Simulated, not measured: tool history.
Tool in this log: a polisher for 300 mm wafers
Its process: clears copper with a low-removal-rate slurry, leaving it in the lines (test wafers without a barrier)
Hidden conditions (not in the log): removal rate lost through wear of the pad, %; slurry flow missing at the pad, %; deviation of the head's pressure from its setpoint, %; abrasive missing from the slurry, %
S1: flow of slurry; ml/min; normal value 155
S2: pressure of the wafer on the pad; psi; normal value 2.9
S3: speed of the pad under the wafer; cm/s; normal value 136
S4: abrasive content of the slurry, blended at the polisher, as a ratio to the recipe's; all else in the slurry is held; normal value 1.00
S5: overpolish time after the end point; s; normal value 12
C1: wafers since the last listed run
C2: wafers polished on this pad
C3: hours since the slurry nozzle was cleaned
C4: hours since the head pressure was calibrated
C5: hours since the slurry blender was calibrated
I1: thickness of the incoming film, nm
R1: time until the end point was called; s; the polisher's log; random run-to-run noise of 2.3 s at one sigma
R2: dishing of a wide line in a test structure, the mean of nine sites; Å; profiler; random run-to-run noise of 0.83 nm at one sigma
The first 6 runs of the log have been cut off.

run,hour,S1,S2,S3,S4,S5,C1,C2,C3,C4,C5,I1,R1,R2
# hour 102.1: worn pad replaced by a new one
7,108.9,140,2.9,136,1.00,12,87,49,80.3,18.4,412.0,583.2,136.8,393
8,118.4,155,2.9,90,1.00,12,68,118,89.8,27.9,421.5,590.4,190.9,284
# hour 128.1: slurry blender recalibrated
9,133.2,155,2.9,136,1.00,12,92,211,104.6,42.7,5.1,590.6,138.5,391
10,170.9,155,2.9,136,1.00,12,273,484,142.3,80.4,42.8,593.0,135.0,395
11,179.3,155,2.9,136,1.00,12,60,545,150.7,88.8,51.2,592.1,137.9,408
12,194.5,155,3.5,136,1.00,12,110,655,165.9,104.0,66.4,589.9,113.4,465
13,207.5,155,2.2,136,0.75,12,94,750,178.9,117.0,79.4,580.8,183.1,291
# hour 222.1: worn pad replaced by a new one
14,223.0,100,2.4,98,1.00,9,83,6,194.4,132.5,94.9,592.3,234.6,187
15,233.9,110,2.9,136,1.00,9,79,85,205.3,143.4,105.8,586.0,144.6,285
16,250.0,155,3.5,136,0.90,19,116,202,221.4,159.5,121.9,594.9,114.6,644
17,256.8,155,2.9,136,1.10,12,49,251,228.2,166.3,128.7,584.0,131.9,409

Run 18 has not been measured yet. What should we expect?
18,270.0,155,2.9,136,1.00,12,95,347,241.4,179.5,141.9,595.3,?,?

{"run 18": {"R1": 135.6, "R2": 388}}
With the hidden condition absent and the run-to-run variation left alone, this run would have shown R1 135.6 s, R2 388 Å.
